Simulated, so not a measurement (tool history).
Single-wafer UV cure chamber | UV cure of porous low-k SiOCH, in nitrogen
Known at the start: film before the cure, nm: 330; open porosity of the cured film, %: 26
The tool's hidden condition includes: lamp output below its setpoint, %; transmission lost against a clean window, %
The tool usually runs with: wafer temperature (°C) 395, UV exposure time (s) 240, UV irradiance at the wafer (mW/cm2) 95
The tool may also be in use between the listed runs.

| run | hour | wafer temperature (°C) | UV exposure time (s) | UV irradiance at the wafer (mW/cm2) | wafers since the last listed run | hours since the UV bulbs were replaced | wafers since the quartz window was cleaned | loss of film thickness in the cure (%) |
|---|---|---|---|---|---|---|---|---|
| 1 | 0.0 | 395 | 240 | 95 | 0 | 760.2 | 4935 | 12.226 |
| 2 | 72.0 | 395 | 240 | 95 | 716 | 832.2 | 5651 | 12.356 |
| 3 | 136.4 | 395 | 240 | 95 | 641 | 896.6 | 6293 | 12.314 |
|  | 226.4 | quartz window cleaned |
| 4 | 242.8 | 395 | 240 | 95 | 979 | 1003.0 | 163 | 12.404 |
| 5 | 338.1 | 395 | 240 | 114 | 948 | 1098.3 | 1112 | 13.108 |
| 6 | 426.7 | 395 | 240 | 114 | 882 | 1186.9 | 1994 | 13.077 |
| 7 | 521.5 | 395 | 240 | 114 | 943 | 1281.7 | 2938 | 13.138 |
| 8 | 617.3 | 395 | 240 | 95 | 953 | 1377.5 | 3892 | 12.201 |
| 9 | 683.2 | 395 | 240 | 95 | 656 | 1443.4 | 4548 | 12.282 |
| 10 | 739.4 | 395 | 240 | 95 | 559 | 1499.6 | 5108 | 12.098 |
|  | 808.2 | quartz window cleaned |
| 11 | 810.1 | 395 | 240 | 95 | 624 | 1570.3 | 18 | 12.281 |
| 12 | 907.1 | 395 | 240 | 95 | 965 | 1667.3 | 984 | 12.022 |
| 13 | 977.5 | 395 | 240 | 95 | 700 | 1737.7 | 1685 | 12.026 |
| 14 | 1020.6 | 380 | 240 | 95 | 429 | 1780.8 | 2114 | 11.590 |
| 15 | 1127.8 | 380 | 240 | 95 | 1067 | 1888.0 | 3181 | 11.537 |
| 16 | 1210.9 | 395 | 155 | 103 | 827 | 1971.1 | 4009 | 10.093 |
| 17 | 1365.8 | 395 | 155 | 103 | 1542 | 2126.0 | 5551 | 10.340 |
| 18 | 1439.0 | 395 | 155 | 103 | 728 | 2199.2 | 6280 | 10.055 |
| 19 | 1523.5 | 395 | 240 | 95 | 841 | 2283.7 | 7121 | 11.680 |
|  | 1549.8 | quartz window cleaned |
| 20 | 1601.5 | 395 | 240 | 95 | 696 | 2361.7 | 515 | 11.746 |
|  | 1614.4 | UV bulbs replaced |
| 21 | 1654.9 | 395 | 240 | 95 | 452 | 40.5 | 967 | 12.465 |
| 22 | 1694.3 | 395 | 240 | 82 | 392 | 79.9 | 1359 | 11.912 |
| 23 | 1765.0 | 395 | 240 | 82 | 703 | 150.6 | 2063 | 11.820 |
| 24 | 1839.6 | 395 | 180 | 95 | 742 | 225.2 | 2806 | 11.170 |
| 25 | 1912.0 | 410 | 345 | 78 | 720 | 297.6 | 3527 | 13.387 |
| 26 | 2006.0 | 395 | 240 | 114 | 935 | 391.6 | 4462 | 13.168 |
| 27 | 2109.8 | 412 | 310 | 77 | 1033 | 495.4 | 5496 | 13.054 |
| 28 | 2173.4 | 375 | 140 | 106 | 633 | 559.0 | 6129 | 10.298 |
| 29 | 2243.6 | 395 | 240 | 119 | 698 | 629.2 | 6828 | 13.570 |
|  | 2278.8 | quartz window cleaned |
| 30 | 2281.4 | 395 | 240 | 95 | 296 | 667.0 | 26 | 12.369 |
| 31 | 2385.0 | 401 | 240 | 70 | 1031 | 770.6 | 1057 | 11.153 |
| 32 | 2435.2 | 395 | 240 | 95 | 499 | 820.8 | 1557 | 12.340 |
| 33 | 2487.5 | 395 | 195 | 95 | 520 | 873.1 | 2078 | 11.472 |
| 34 | 2559.2 | 413 | 305 | 109 | 713 | 944.8 | 2791 | 14.479 |
| 35 | 2640.0 | 401 | 190 | 95 | 804 | 1025.6 | 3596 | 11.512 |
| 36 | 2698.4 | 395 | 240 | 95 | 581 | 1084.0 | 4177 | 12.512 |
| 37 | 2878.1 | 395 | 240 | 70 | 1789 | 1263.7 | 5967 | 10.849 |
| 38 | 2958.0 | 395 | 155 | 103 | 795 | 1343.6 | 6762 | 10.581 |
|  | 3054.0 | quartz window cleaned |
| 39 | 3060.2 | 395 | 240 | 95 | 937 | 1445.8 | 62 | 12.229 |
| 40 | 3142.6 | 404 | 155 | 79 | 820 | 1528.2 | 882 | 9.410 |
| 41 | 3180.6 | 380 | 335 | 95 | 378 | 1566.2 | 1260 | 13.481 |
| 42 | 3220.5 | 390 | 240 | 122 | 397 | 1606.1 | 1658 | 13.261 |
| 43 | 3264.0 | 405 | 345 | 81 | 433 | 1649.6 | 2091 | 13.240 |
| 44 | 3421.7 | 395 | 240 | 78 | 1570 | 1807.3 | 3661 | 11.100 |

Hidden condition of the tool, last listed run before each entry between runs versus first listed run after:
In the gap between runs 3 and 4: quartz window cleaned (hour 226.4)
  lamp output below its setpoint, %: 4.24 -> 4.82
  what was measured, less what the result would be without the hidden state, loss of film thickness in the cure (%): -0.205 -> -0.235
In the gap between runs 10 and 11: quartz window cleaned (hour 808.2)
  lamp output below its setpoint, %: 8.4 -> 9.03
  what was measured, less what the result would be without the hidden state, loss of film thickness in the cure (%): -0.414 -> -0.454
In the gap between runs 19 and 20: quartz window cleaned (hour 1549.8)
  lamp output below its setpoint, %: 17 -> 18
  what was measured, less what the result would be without the hidden state, loss of film thickness in the cure (%): -0.875 -> -0.944
In the gap between runs 20 and 21: UV bulbs replaced (hour 1614.4)
  lamp output below its setpoint, %: 18 -> 0.417
  what was measured, less what the result would be without the hidden state, loss of film thickness in the cure (%): -0.944 -> -0.020
In the gap between runs 29 and 30: quartz window cleaned (hour 2278.8)
  lamp output below its setpoint, %: 1.55 -> 1.7
  what was measured, less what the result would be without the hidden state, loss of film thickness in the cure (%): -0.077 -> -0.080
In the gap between runs 38 and 39: quartz window cleaned (hour 3054.0)
  lamp output below its setpoint, %: 5.62 -> 6.44
  what was measured, less what the result would be without the hidden state, loss of film thickness in the cure (%): -0.264 -> -0.315
